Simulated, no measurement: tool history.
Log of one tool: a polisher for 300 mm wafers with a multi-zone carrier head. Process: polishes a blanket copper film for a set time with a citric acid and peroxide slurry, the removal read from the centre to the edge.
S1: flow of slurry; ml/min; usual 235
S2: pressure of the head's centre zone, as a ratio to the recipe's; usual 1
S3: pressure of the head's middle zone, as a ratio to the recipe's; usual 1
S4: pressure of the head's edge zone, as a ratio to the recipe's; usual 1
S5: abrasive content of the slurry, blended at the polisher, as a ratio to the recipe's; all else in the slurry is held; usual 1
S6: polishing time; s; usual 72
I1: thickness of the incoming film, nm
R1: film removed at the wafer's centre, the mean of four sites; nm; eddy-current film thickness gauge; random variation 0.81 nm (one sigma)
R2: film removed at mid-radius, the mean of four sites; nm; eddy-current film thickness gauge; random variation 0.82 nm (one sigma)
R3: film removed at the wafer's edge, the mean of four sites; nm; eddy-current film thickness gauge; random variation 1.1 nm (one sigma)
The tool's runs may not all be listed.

Run 1, hour 0: usual settings but S2 1.05, S4 0.97; I1 875.6. Result: R1 98 nm, R2 94.3 nm, R3 90.5 nm.
Run 2, hour 30.4: usual settings but S1 190 ml/min, S3 1.09; I1 873. Result: R1 90 nm, R2 95.6 nm, R3 88.1 nm.
Run 3, hour 47.8: usual settings but S1 190 ml/min, S3 1.09; I1 874.4. Result: R1 89.8 nm, R2 96.8 nm, R3 89.9 nm.
Run 4, hour 61.7: usual settings; I1 883.4. Result: R1 92.6 nm, R2 92 nm, R3 91.3 nm.
Run 5, hour 136.3: usual settings but S6 82 s; I1 880.4. Result: R1 102.1 nm, R2 103.1 nm, R3 100.1 nm.
Run 6, hour 155.3: usual settings but S4 0.93; I1 859.2. Result: R1 88.1 nm, R2 88.7 nm, R3 85 nm.
At hour 170.3: slurry nozzle cleaned.
At hour 192.3: worn pad replaced by a new one.
Run 7, hour 192.8: usual settings but S6 85 s; I1 871.4. Result: R1 111.9 nm, R2 110.7 nm, R3 108.3 nm.
Run 8, hour 206.4: usual settings but S6 53 s; I1 876.7. Result: R1 68.7 nm, R2 70.1 nm, R3 70.3 nm.
Run 9, hour 232.8: usual settings; I1 856.8. Result: R1 92.6 nm, R2 92.7 nm, R3 91.8 nm.
Run 10, hour 248.6: usual settings but S6 47 s; I1 866.9. Result: R1 61.2 nm, R2 61.4 nm, R3 60.3 nm.
At hour 256.1: centre zone pressure recalibrated.
Run 11, hour 279.6: usual settings but S1 185 ml/min, S2 1.05; I1 851.5. Result: R1 92.8 nm, R2 89.2 nm, R3 88.8 nm.
Run 12, hour 295: usual settings but S2 0.92, S3 1.05; I1 867.9. Result: R1 84.3 nm, R2 97.7 nm, R3 90.4 nm.
Run 13, hour 322.1: usual settings but S2 0.89, S5 1.3, S6 81 s; I1 878.7. Result: R1 96.7 nm, R2 106.9 nm, R3 107.1 nm.
Run 14, hour 343.9: usual settings but S2 1.06, S6 88 s; I1 875.8. Result: R1 117.9 nm, R2 111.7 nm, R3 109.5 nm.
Run 15, hour 365.8: usual settings but S2 0.91, S5 0.8; I1 868.7. Result: R1 79.2 nm, R2 85.4 nm, R3 85.2 nm.
At hour 380.8: worn pad replaced by a new one.
Run 16, hour 385.2: usual settings but S2 0.93, S3 1.12, S6 88 s; I1 874. Result: R1 105.8 nm, R2 126.5 nm, R3 112.2 nm.
Run 17, hour 399.5: usual settings; I1 867.3. Result: R1 94 nm, R2 92.6 nm, R3 93.7 nm.
Run 18, hour 420.5: usual settings; I1 876.5. Result: R1 94 nm, R2 93.6 nm, R3 92 nm.
Run 19, hour 453.8: usual settings but S5 1.1; I1 885.5. Result: R1 94 nm, R2 95.1 nm, R3 94.4 nm.
At hour 494.8: slurry nozzle cleaned.
Run 20, hour 503.9: usual settings but S2 0.96, S3 0.92, S4 1.08, S6 51 s; I1 870.6. Result: R1 61.6 nm, R2 60.6 nm, R3 66.5 nm.
Run 21, hour 536.3: usual settings but S4 0.91; I1 864.9. Result: R1 89.4 nm, R2 90.3 nm, R3 84.6 nm.
Run 22, hour 564.8: usual settings but S2 0.92, S3 1.05; I1 875.7. Result: R1 81.5 nm, R2 93.5 nm, R3 85.8 nm.
At hour 569.4: centre zone pressure recalibrated.
Run 23, hour 584.5: usual settings but S1 310 ml/min, S3 0.95, S5 0.75, S6 52 s; I1 860.8. Result: R1 61.3 nm, R2 59.3 nm, R3 60.9 nm.

3 ways to go on from here, each from the tool as it stands after run 23. What would each give?
Run A, hour 585: usual settings but S4 1.11; I1 858.2. Result: R1 ?, R2 ?, R3 ?.
Run B, hour 585: usual settings but S4 1.09; I1 858.2. Result: R1 ?, R2 ?, R3 ?.
Run C, hour 585: usual settings but S2 1.1, S6 86 s; I1 858.2. Result: R1 ?, R2 ?, R3 ?.

run     R1     R2     R3
  A   86.4   86.9     91
  B   86.4   86.9   90.2
  C  113.6  103.8  103.3
Without the tool's hidden state the same runs would have given:
run     R1     R2     R3
  A   93.4     94   98.4
  B   93.4     94   97.5
  C  122.9  112.3  111.7
